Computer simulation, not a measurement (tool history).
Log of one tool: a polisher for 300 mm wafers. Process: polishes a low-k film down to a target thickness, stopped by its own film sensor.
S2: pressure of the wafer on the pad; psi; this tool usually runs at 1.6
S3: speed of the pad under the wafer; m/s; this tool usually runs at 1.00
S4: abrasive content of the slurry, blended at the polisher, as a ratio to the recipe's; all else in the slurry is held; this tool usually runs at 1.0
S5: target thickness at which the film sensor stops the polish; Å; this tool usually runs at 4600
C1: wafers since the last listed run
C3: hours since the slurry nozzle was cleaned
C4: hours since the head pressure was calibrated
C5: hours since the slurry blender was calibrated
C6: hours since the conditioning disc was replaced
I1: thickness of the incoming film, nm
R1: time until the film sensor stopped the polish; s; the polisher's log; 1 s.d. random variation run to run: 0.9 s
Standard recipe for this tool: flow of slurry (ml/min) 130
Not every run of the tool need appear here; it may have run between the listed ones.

Run 1, day 0.000: usual settings but S3 1.26 m/s; C1 0; wafers polished on this pad 168; C3 111.4; C4 1177.1; C5 319.4; C6 44.2; I1 490.5. Result: R1 69.9 s.
Run 2, day 1.371: usual settings but S3 1.26 m/s; C1 441; wafers polished on this pad 610; C3 144.3; C4 1210.0; C5 352.3; C6 77.1; I1 489.5. Result: R1 66.2 s.
Run 3, day 1.925: usual settings; C1 178; wafers polished on this pad 788; C3 157.6; C4 1223.3; C5 365.6; C6 90.4; I1 486.8. Result: R1 71.5 s.
Run 4, day 3.346: usual settings but S2 2.0 psi; C1 457; wafers polished on this pad 1245; C3 191.7; C4 1257.4; C5 399.7; C6 124.5; I1 478.4. Result: R1 39.5 s.
At day 4.129: worn pad replaced by a new one.
Run 5, day 4.438: usual settings but S2 2.0 psi; C1 297; wafers polished on this pad 99; C3 217.9; C4 1283.6; C5 425.9; C6 150.7; I1 481.7. Result: R1 44.8 s.
Run 6, day 5.400: usual settings but S5 4570 Å; C1 309; wafers polished on this pad 409; C3 241.0; C4 1306.7; C5 449.0; C6 173.8; I1 477.5. Result: R1 54.7 s.
Run 7, day 6.683: usual settings but S5 4570 Å; C1 412; wafers polished on this pad 822; C3 271.8; C4 1337.5; C5 479.8; C6 204.6; I1 481.7. Result: R1 66.8 s.
At day 7.538: slurry blender recalibrated.
Run 8, day 8.096: usual settings but S5 4570 Å; C1 427; wafers polished on this pad 1249; C3 305.7; C4 1371.4; C5 13.4; C6 238.5; I1 479.2. Result: R1 60.4 s.
At day 8.696: worn pad replaced by a new one.
Run 9, day 10.221: usual settings but S5 4550 Å; C1 630; wafers polished on this pad 491; C3 356.7; C4 1422.4; C5 64.4; C6 289.5; I1 477.0. Result: R1 59.2 s.
At day 10.800: head pressure recalibrated.
Run 10, day 11.408: usual settings but S4 0.9; C1 355; wafers polished on this pad 846; C3 385.2; C4 14.6; C5 92.9; C6 318.0; I1 480.8. Result: R1 56.7 s.
At day 11.671: conditioning disc replaced and pad reconditioned.
Run 11, day 12.062: usual settings; C1 183; wafers polished on this pad 1030; C3 400.9; C4 30.3; C5 108.6; C6 9.4; I1 477.7. Result: R1 48.4 s.
At day 12.638: worn pad replaced by a new one.
Run 12, day 13.104: usual settings but S3 0.74 m/s, S5 4630 Å; C1 281; wafers polished on this pad 149; C3 425.9; C4 55.3; C5 133.6; C6 34.4; I1 480.5. Result: R1 57.3 s.
Run 13, day 14.533: usual settings; C1 459; wafers polished on this pad 609; C3 460.2; C4 89.6; C5 167.9; C6 68.7; I1 483.7. Result: R1 62.2 s.
Run 14, day 15.388: usual settings but S3 1.22 m/s, S5 4550 Å; C1 274; wafers polished on this pad 884; C3 480.7; C4 110.1; C5 188.4; C6 89.2; I1 483.9. Result: R1 66.6 s.
Run 15, day 16.371: usual settings; C1 316; wafers polished on this pad 1200; C3 504.3; C4 133.7; C5 212.0; C6 112.8; I1 480.3. Result: R1 53.2 s.
At day 16.592: slurry nozzle cleaned.
At day 17.158: worn pad replaced by a new one.
Run 16, day 17.500: usual settings but S3 0.74 m/s; C1 296; wafers polished on this pad 109; C3 21.8; C4 160.8; C5 239.1; C6 139.9; I1 477.7. Result: R1 57.6 s.
Run 17, day 18.879: usual settings but flow of slurry (ml/min) 165, S4 0.9, S5 4670 Å; C1 443; wafers polished on this pad 553; C3 54.9; C4 193.9; C5 272.2; C6 173.0; I1 485.5. Result: R1 50.3 s.
Run 18, day 20.012: usual settings but flow of slurry (ml/min) 90, S2 1.2 psi; C1 364; wafers polished on this pad 917; C3 82.1; C4 221.1; C5 299.4; C6 200.2; I1 471.7. Result: R1 45.6 s.
At day 20.912: worn pad replaced by a new one.
Run 19, day 21.125: usual settings but flow of slurry (ml/min) 145, S3 0.76 m/s, S5 4630 Å; C1 304; wafers polished on this pad 68; C3 108.8; C4 247.8; C5 326.1; C6 226.9; I1 485.4. Result: R1 72.7 s.
Run 20, day 21.817: usual settings but flow of slurry (ml/min) 115, S2 1.4 psi, S3 0.70 m/s, S5 4640 Å; C1 222; wafers polished on this pad 291; C3 125.4; C4 264.4; C5 342.7; C6 243.5; I1 489.8. Result: R1 98.7 s.

Branching from run 20: 4 alternative next runs. What would each branch give?
Run A, day 21.833: usual settings; C1 5; wafers polished on this pad 296; C3 125.8; C4 264.8; C5 343.1; C6 243.9; I1 478.7. Result: R1 ?.
Run B, day 21.833: usual settings but flow of slurry (ml/min) 100, S2 1.9 psi, S3 0.68 m/s, S4 0.8; C1 5; wafers polished on this pad 296; C3 125.8; C4 264.8; C5 343.1; C6 243.9; I1 478.7. Result: R1 ?.
Run C, day 21.833: usual settings but flow of slurry (ml/min) 165, S3 0.72 m/s; C1 5; wafers polished on this pad 296; C3 125.8; C4 264.8; C5 343.1; C6 243.9; I1 478.7. Result: R1 ?.
Run D, day 21.833: usual settings but flow of slurry (ml/min) 110, S3 0.84 m/s, S5 4620 Å; C1 5; wafers polished on this pad 296; C3 125.8; C4 264.8; C5 343.1; C6 243.9; I1 478.7. Result: R1 ?.

run    R1
  A  50.8
  B  66.1
  C  60.5
  D  52.8
What these runs would have given with no unlogged condition in the tool:
run    R1
  A  50.8
  B  66.1
  C  60.5
  D  52.8

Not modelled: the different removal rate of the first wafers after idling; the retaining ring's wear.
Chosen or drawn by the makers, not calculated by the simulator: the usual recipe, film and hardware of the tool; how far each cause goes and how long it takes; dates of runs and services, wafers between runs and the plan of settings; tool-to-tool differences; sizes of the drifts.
